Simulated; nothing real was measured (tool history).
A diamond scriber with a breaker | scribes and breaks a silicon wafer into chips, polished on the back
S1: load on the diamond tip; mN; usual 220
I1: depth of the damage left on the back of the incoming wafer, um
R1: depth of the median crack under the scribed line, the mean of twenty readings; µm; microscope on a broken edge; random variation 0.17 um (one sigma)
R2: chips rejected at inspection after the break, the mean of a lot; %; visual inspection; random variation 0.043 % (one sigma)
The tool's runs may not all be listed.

Run 1, day 0: usual settings but S1 182 mN; I1 0.04. Result: R1 8.93 µm, R2 1.1 %.
Run 2, day 2.362: usual settings; I1 0.03. Result: R1 10.02 µm, R2 0.91 %.
Run 3, day 4.842: usual settings but S1 260 mN; I1 0.02. Result: R1 10.56 µm, R2 1.78 %.
Run 4, day 6.521: usual settings but S1 260 mN; I1 0.04. Result: R1 10.67 µm, R2 1.75 %.
Run 5, day 7.729: usual settings but S1 272 mN; I1 0.03. Result: R1 11.17 µm, R2 2.24 %.
Run 6, day 8.812: usual settings; I1 0.05. Result: R1 9.93 µm, R2 0.97 %.
Run 7, day 9.833: usual settings; I1 0.03. Result: R1 9.81 µm, R2 1 %.
Run 8, day 11.567: usual settings; I1 0.04. Result: R1 9.9 µm, R2 1.05 %.
At day 13.067: diamond tip replaced by a new one.
Run 9, day 13.2: usual settings; I1 0.03. Result: R1 10.13 µm, R2 0.97 %.
Run 10, day 15.267: usual settings; I1 0.02. Result: R1 10.19 µm, R2 1.07 %.
Run 11, day 17.475: usual settings; I1 0.03. Result: R1 10.1 µm, R2 1.23 %.
Run 12, day 18.95: usual settings; I1 0.03. Result: R1 10.29 µm, R2 1.27 %.
At day 20.138: load on the tip recalibrated.
Run 13, day 21.333: usual settings; I1 0.05. Result: R1 9.56 µm, R2 0.88 %.
Run 14, day 22.425: usual settings; I1 0.05. Result: R1 9.53 µm, R2 0.89 %.
Run 15, day 23.817: usual settings; I1 0.02. Result: R1 9.7 µm, R2 0.85 %.
Run 16, day 24.933: usual settings; I1 0.02. Result: R1 9.71 µm, R2 0.88 %.
Run 17, day 26.117: usual settings; I1 0.04. Result: R1 9.75 µm, R2 0.85 %.
Run 18, day 27.554: usual settings; I1 0.02. Result: R1 9.82 µm, R2 0.82 %.
Run 19, day 29.258: usual settings but S1 251 mN; I1 0.05. Result: R1 10.11 µm, R2 1.09 %.
Run 20, day 31.058: usual settings; I1 0.03. Result: R1 9.83 µm, R2 0.88 %.
Run 21, day 32.308: usual settings but S1 192 mN; I1 0.03. Result: R1 9.28 µm, R2 1.06 %.
Run 22, day 33.946: usual settings but S1 238 mN; I1 0.04. Result: R1 9.82 µm, R2 1.06 %.
Run 23, day 36.025: usual settings but S1 193 mN; I1 0.04. Result: R1 9.4 µm, R2 1.1 %.
At day 36.5: diamond tip replaced by a new one.
Run 24, day 38.308: usual settings but S1 171 mN; I1 0.04. Result: R1 8.92 µm, R2 1.51 %.
Run 25, day 41.15: usual settings; I1 0.04. Result: R1 9.7 µm, R2 0.89 %.
Run 26, day 44.692: usual settings but S1 282 mN; I1 0.05. Result: R1 10.85 µm, R2 2.54 %.
Run 27, day 45.975: usual settings but S1 182 mN; I1 0.03. Result: R1 9.45 µm, R2 1.08 %.
Run 28, day 47.883: usual settings but S1 262 mN; I1 0.05. Result: R1 10.62 µm, R2 1.75 %.
Run 29, day 49.888: usual settings; I1 0.04. Result: R1 10.09 µm, R2 0.98 %.
Run 30, day 51.508: usual settings but S1 283 mN; I1 0.04. Result: R1 10.97 µm, R2 2.97 %.
Run 31, day 54.042: usual settings; I1 0.05. Result: R1 10.13 µm, R2 0.96 %.
Run 32, day 56.954: usual settings but S1 239 mN; I1 0.04. Result: R1 10.43 µm, R2 1.53 %.
At day 58.921: load on the tip recalibrated.
Run 33, day 58.983: usual settings; I1 0.05. Result: R1 9.46 µm, R2 0.87 %.
Run 34, day 60.629: usual settings but S1 190 mN; I1 0.03. Result: R1 9.24 µm, R2 1.09 %.
Run 35, day 61.992: usual settings; I1 0.03. Result: R1 9.95 µm, R2 0.8 %.
Run 36, day 63: usual settings; I1 0.03. Result: R1 9.54 µm, R2 0.89 %.
At day 63.742: diamond tip replaced by a new one.
Run 37, day 65.817: usual settings but S1 160 mN; I1 0.04. Result: R1 8.5 µm, R2 2.03 %.
Run 38, day 67.129: usual settings but S1 183 mN; I1 0.03. Result: R1 9.18 µm, R2 1.31 %.
Run 39, day 69.488: usual settings but S1 285 mN; I1 0.04. Result: R1 10.69 µm, R2 2.14 %.
Run 40, day 72.133: usual settings but S1 266 mN; I1 0.02. Result: R1 10.95 µm, R2 1.62 %.
Run 41, day 75.104: usual settings but S1 168 mN; I1 0.02. Result: R1 8.58 µm, R2 1.61 %.
Run 42, day 77.933: usual settings; I1 0.02. Result: R1 9.86 µm, R2 0.85 %.

Forecast each of these 3 alternatives for the next run:
Run A, day 77.958: usual settings; I1 0.02. Result: R1 ?, R2 ?.
Run B, day 77.958: usual settings but S1 170 mN; I1 0.02. Result: R1 ?, R2 ?.
Run C, day 77.958: usual settings but S1 159 mN; I1 0.02. Result: R1 ?, R2 ?.

run    R1    R2
  A  9.42  0.94
  B  8.52  1.55
  C  8.32  1.99
Without the tool's hidden state the same runs would have given:
run    R1    R2
  A  9.25   0.9
  B  8.37  1.87
  C  8.16   2.4

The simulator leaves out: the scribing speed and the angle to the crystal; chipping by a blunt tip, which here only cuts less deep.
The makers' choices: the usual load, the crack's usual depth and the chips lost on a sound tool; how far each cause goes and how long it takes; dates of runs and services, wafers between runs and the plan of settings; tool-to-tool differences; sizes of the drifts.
